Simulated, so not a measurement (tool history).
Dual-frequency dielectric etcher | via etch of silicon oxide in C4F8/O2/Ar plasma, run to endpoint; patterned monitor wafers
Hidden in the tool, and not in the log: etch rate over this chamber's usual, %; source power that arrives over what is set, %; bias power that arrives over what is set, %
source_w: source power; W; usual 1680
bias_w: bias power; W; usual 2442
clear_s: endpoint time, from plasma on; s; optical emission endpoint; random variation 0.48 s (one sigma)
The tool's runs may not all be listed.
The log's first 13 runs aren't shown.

run	day	source_w	bias_w	wafers since the last listed run	hours since the last wet clean	hours since the last source power generator calibration	hours since the last bias power generator calibration	hours since the last upper electrode change	incoming incoming film thickness, nm	clear_s
14	11.600	1680	2241	29	301.9	2743.8	4824.2	4.4	801.8	163.1
15	12.171	1680	2909	103	315.6	2757.5	4837.9	18.1	803.5	151.1
16	12.858	1680	2909	124	332.1	2774.0	4854.4	34.6	796.8	150.0
17	13.700	1350	2779	151	352.3	2794.2	4874.6	54.8	799.0	177.4
# day 14.050: bias power generator calibrated
18	15.021	1970	2052	208	384.0	2825.9	23.3	86.5	803.1	151.5
# day 15.688: source power generator calibrated
19	16.300	1280	2964	200	414.7	14.7	54.0	117.2	799.4	179.6
20	17.725	1680	2945	257	448.9	48.9	88.2	151.4	801.8	150.5
# day 18.912: wet clean of the chamber
21	18.933	1680	2442	37	0.5	77.9	117.2	180.4	811.2	163.1
22	19.429	1680	3038	89	12.4	89.8	129.1	192.3	808.4	153.4
23	20.308	1550	2700	158	33.5	110.9	150.2	213.4	806.3	165.6
24	21.633	1940	2617	239	65.3	142.7	182.0	245.2	800.9	144.8
25	22.138	1290	2143	90	77.4	154.8	194.1	257.3	795.0	197.5
26	22.842	1910	2442	127	94.3	171.7	211.0	274.2	798.3	148.6
27	23.462	1680	2442	112	109.2	186.6	225.9	289.1	812.7	163.0
28	24.171	1910	2442	127	126.2	203.6	242.9	306.1	803.6	149.3
29	25.350	1940	2617	212	154.5	231.9	271.2	334.4	795.8	142.8
30	26.604	1680	2442	226	184.6	262.0	301.3	364.5	797.6	159.2
31	27.283	1680	2442	122	200.9	278.3	317.6	380.8	793.5	157.0
32	27.833	1680	2442	99	214.1	291.5	330.8	394.0	802.0	159.2

4 ways to go on from here, each from the tool as it stands after run 32. What would each give?
A	27.854	1680	2442	3	214.6	292.0	331.3	394.5	797.2	?
B	27.854	1470	2442	3	214.6	292.0	331.3	394.5	797.2	?
C	27.854	1400	2442	3	214.6	292.0	331.3	394.5	797.2	?
D	27.854	1680	1964	3	214.6	292.0	331.3	394.5	797.2	?

run	clear_s
A	159.4
B	174.0
C	180.0
D	168.5
Without the tool's hidden state the same runs would have given:
run	clear_s
A	160.7
B	175.4
C	181.5
D	169.9
